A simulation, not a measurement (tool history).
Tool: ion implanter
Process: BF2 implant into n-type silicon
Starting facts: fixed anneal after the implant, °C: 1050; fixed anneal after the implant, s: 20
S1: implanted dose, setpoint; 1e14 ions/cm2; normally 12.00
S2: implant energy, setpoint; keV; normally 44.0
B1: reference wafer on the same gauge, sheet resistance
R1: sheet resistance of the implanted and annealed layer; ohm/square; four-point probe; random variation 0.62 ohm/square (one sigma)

Run 1, hour 0.0: usual settings; B1 120.09. Result: R1 116.09 ohm/square.
Run 2, hour 62.5: usual settings; B1 119.91. Result: R1 116.26 ohm/square.
Run 3, hour 90.6: usual settings but S1 14.69 1e14 ions/cm2, S2 52.0 keV; B1 119.87. Result: R1 99.34 ohm/square.
Run 4, hour 137.7: usual settings but S1 14.69 1e14 ions/cm2, S2 52.0 keV; B1 119.96. Result: R1 98.69 ohm/square.
Run 5, hour 197.7: usual settings but S1 10.60 1e14 ions/cm2, S2 50.0 keV; B1 119.83. Result: R1 123.80 ohm/square.
At hour 260.3: Faraday cup replaced and dose calibrated.
Run 6, hour 260.8: usual settings but S1 10.60 1e14 ions/cm2, S2 50.0 keV; B1 119.61. Result: R1 123.67 ohm/square.
Run 7, hour 293.3: usual settings but S2 32.5 keV; B1 119.58. Result: R1 123.98 ohm/square.
Run 8, hour 325.0: usual settings; B1 119.59. Result: R1 114.66 ohm/square.
Run 9, hour 362.9: usual settings but S1 10.22 1e14 ions/cm2; B1 119.34. Result: R1 130.43 ohm/square.
Run 10, hour 428.9: usual settings; B1 119.40. Result: R1 116.91 ohm/square.
Run 11, hour 482.2: usual settings; B1 119.30. Result: R1 115.27 ohm/square.
Run 12, hour 543.1: usual settings; B1 119.11. Result: R1 116.27 ohm/square.
At hour 594.1: gauge calibrated.
Run 13, hour 608.1: usual settings; B1 121.64. Result: R1 117.61 ohm/square.
Run 14, hour 641.8: usual settings; B1 121.66. Result: R1 118.20 ohm/square.
Run 15, hour 695.6: usual settings; B1 121.67. Result: R1 117.71 ohm/square.
Run 16, hour 751.7: usual settings; B1 121.38. Result: R1 117.59 ohm/square.
Run 17, hour 794.5: usual settings; B1 121.41. Result: R1 116.81 ohm/square.
Run 18, hour 856.0: usual settings but S1 8.65 1e14 ions/cm2; B1 121.24. Result: R1 151.61 ohm/square.
Run 19, hour 887.4: usual settings but S2 53.0 keV; B1 121.28. Result: R1 114.68 ohm/square.
Run 20, hour 958.5: usual settings; B1 121.21. Result: R1 116.69 ohm/square.
Run 21, hour 1025.6: usual settings; B1 121.05. Result: R1 117.24 ohm/square.
Run 22, hour 1077.9: usual settings; B1 121.01. Result: R1 116.26 ohm/square.
Run 23, hour 1118.9: usual settings but S2 56.0 keV; B1 120.91. Result: R1 112.92 ohm/square.
Run 24, hour 1170.7: usual settings but S2 30.5 keV; B1 121.07. Result: R1 126.55 ohm/square.
At hour 1235.8: Faraday cup replaced and dose calibrated.
Run 25, hour 1236.3: usual settings; B1 120.79. Result: R1 116.09 ohm/square.
At hour 1249.0: extraction supply calibrated.
Run 26, hour 1275.0: usual settings but S2 53.0 keV; B1 120.64. Result: R1 112.97 ohm/square.
Run 27, hour 1331.6: usual settings; B1 120.49. Result: R1 116.00 ohm/square.
Run 28, hour 1397.3: usual settings; B1 120.48. Result: R1 116.39 ohm/square.
Run 29, hour 1463.1: usual settings but S1 13.95 1e14 ions/cm2, S2 32.5 keV; B1 120.46. Result: R1 116.45 ohm/square.
Run 30, hour 1523.4: usual settings but S1 14.58 1e14 ions/cm2, S2 31.0 keV; B1 120.30. Result: R1 114.67 ohm/square.
Run 31, hour 1587.0: usual settings but S1 14.48 1e14 ions/cm2, S2 32.5 keV; B1 120.09. Result: R1 113.93 ohm/square.
Run 32, hour 1654.2: usual settings but S1 14.01 1e14 ions/cm2, S2 48.5 keV; B1 120.14. Result: R1 103.92 ohm/square.
Run 33, hour 1719.2: usual settings but S1 8.56 1e14 ions/cm2, S2 57.0 keV; B1 119.85. Result: R1 147.45 ohm/square.
Run 34, hour 1750.5: usual settings but S1 9.64 1e14 ions/cm2, S2 49.5 keV; B1 119.86. Result: R1 133.79 ohm/square.
Run 35, hour 1820.6: usual settings but S2 36.5 keV; B1 119.86. Result: R1 119.80 ohm/square.
Run 36, hour 1852.8: usual settings but S1 14.48 1e14 ions/cm2, S2 32.5 keV; B1 119.63. Result: R1 112.85 ohm/square.
Run 37, hour 1903.3: usual settings but S1 15.14 1e14 ions/cm2; B1 119.75. Result: R1 100.44 ohm/square.

Each row is a separate what-if for the run after 37, all from the same tool condition, not one after another. Results?
Run A, hour 1903.7: usual settings; B1 ?. Result: R1 ?.
Run B, hour 1903.7: usual settings but S1 15.00 1e14 ions/cm2, S2 52.0 keV; B1 ?. Result: R1 ?.
Run C, hour 1903.7: usual settings but S1 10.46 1e14 ions/cm2, S2 36.5 keV; B1 ?. Result: R1 ?.
Run D, hour 1903.7: usual settings but S1 13.24 1e14 ions/cm2, S2 38.5 keV; B1 ?. Result: R1 ?.

run      B1      R1
  A  119.59  115.55
  B  119.59   97.45
  C  119.59  131.79
  D  119.59  112.14
With no hidden state in the tool, these same runs would have given:
run      R1
  A  117.81
  B   99.36
  C  134.36
  D  114.33
